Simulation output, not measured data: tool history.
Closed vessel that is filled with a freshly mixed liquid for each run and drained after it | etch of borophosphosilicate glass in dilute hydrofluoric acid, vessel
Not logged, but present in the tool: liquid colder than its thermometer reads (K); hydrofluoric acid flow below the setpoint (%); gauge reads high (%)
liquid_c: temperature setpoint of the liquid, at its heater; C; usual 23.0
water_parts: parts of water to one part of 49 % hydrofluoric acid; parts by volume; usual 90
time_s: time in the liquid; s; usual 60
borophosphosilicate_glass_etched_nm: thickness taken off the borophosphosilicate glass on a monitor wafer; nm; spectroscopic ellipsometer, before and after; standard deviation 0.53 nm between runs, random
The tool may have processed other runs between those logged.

run	hour	liquid_c	water_parts	time_s	wafers since the last listed run	hours since the thermometer was replaced	hours since the hydrofluoric acid flow meter was replaced	hours since the gauge calibration	read-back film thickness of the borophosphosilicate glass reference wafer, read on the same gauge (nm)	borophosphosilicate_glass_etched_nm
1	0.0	23.0	90	60	0	739.2	1442.7	436.6	150.03	55.67
2	25.7	23.0	90	60	2326	764.9	1468.4	462.3	150.01	57.18
3	71.8	23.0	90	60	4173	811.0	1514.5	508.4	150.04	57.60
4	123.1	23.0	90	60	4644	862.3	1565.8	559.7	150.00	56.16
5	187.6	23.0	90	60	5839	926.8	1630.3	624.2	150.02	56.12
6	329.2	26.0	60	60	12819	1068.4	1771.9	765.8	150.01	99.24
7	367.1	26.0	60	60	3431	1106.3	1809.8	803.7	150.05	100.74
8	434.7	26.0	60	60	6120	1173.9	1877.4	871.3	150.05	98.22
9	478.5	23.0	90	60	3965	1217.7	1921.2	915.1	149.98	57.04
10	531.7	23.0	90	60	4816	1270.9	1974.4	968.3	149.98	57.15
11	579.6	23.0	90	60	4336	1318.8	2022.3	1016.2	150.03	56.94
# hour 609.7: thermometer replaced
12	628.4	23.0	75	85	4327	18.7	2071.1	1065.0	150.00	99.50
# hour 646.1: hydrofluoric acid flow meter replaced
13	710.3	23.0	90	60	7324	100.6	64.2	1146.9	149.99	56.96
14	758.7	23.0	90	90	4381	149.0	112.6	1195.3	149.99	84.38
15	814.9	23.0	90	60	5087	205.2	168.8	1251.5	150.05	57.63
16	857.9	23.0	90	60	3892	248.2	211.8	1294.5	150.07	55.56
# hour 903.8: gauge calibrated
17	917.0	18.5	90	30	5350	307.3	270.9	13.2	150.02	23.22
18	967.7	20.0	90	60	4590	358.0	321.6	63.9	149.99	50.94
19	1004.4	23.0	90	60	3322	394.7	358.3	100.6	149.98	56.80
20	1030.3	19.5	125	45	2344	420.6	384.2	126.5	150.01	25.98
21	1084.3	25.5	90	90	4888	474.6	438.2	180.5	150.06	94.18
22	1151.4	23.0	105	60	6074	541.7	505.3	247.6	149.99	48.08
23	1187.9	27.0	50	90	3304	578.2	541.8	284.1	150.00	187.70
24	1249.6	23.0	110	60	5585	639.9	603.5	345.8	150.03	45.11
25	1286.1	25.5	70	60	3304	676.4	640.0	382.3	150.03	83.90
26	1335.7	23.0	90	60	4490	726.0	689.6	431.9	150.04	56.59

Branching from run 26: 4 alternative next runs. What would each branch give?
A	1336.4	23.0	90	60	63	726.7	690.3	432.6	?	?
B	1336.4	23.0	55	60	63	726.7	690.3	432.6	?	?
C	1336.4	20.5	130	60	63	726.7	690.3	432.6	?	?
D	1336.4	25.5	90	60	63	726.7	690.3	432.6	?	?

run	read-back film thickness of the borophosphosilicate glass reference wafer, read on the same gauge (nm)	borophosphosilicate_glass_etched_nm
A	150.01	57.70
B	150.01	98.65
C	150.01	34.51
D	150.01	63.74
With the hidden condition removed and each run's random variation left untouched, the same runs would have given:
run	borophosphosilicate_glass_etched_nm
A	57.70
B	98.65
C	34.51
D	63.74

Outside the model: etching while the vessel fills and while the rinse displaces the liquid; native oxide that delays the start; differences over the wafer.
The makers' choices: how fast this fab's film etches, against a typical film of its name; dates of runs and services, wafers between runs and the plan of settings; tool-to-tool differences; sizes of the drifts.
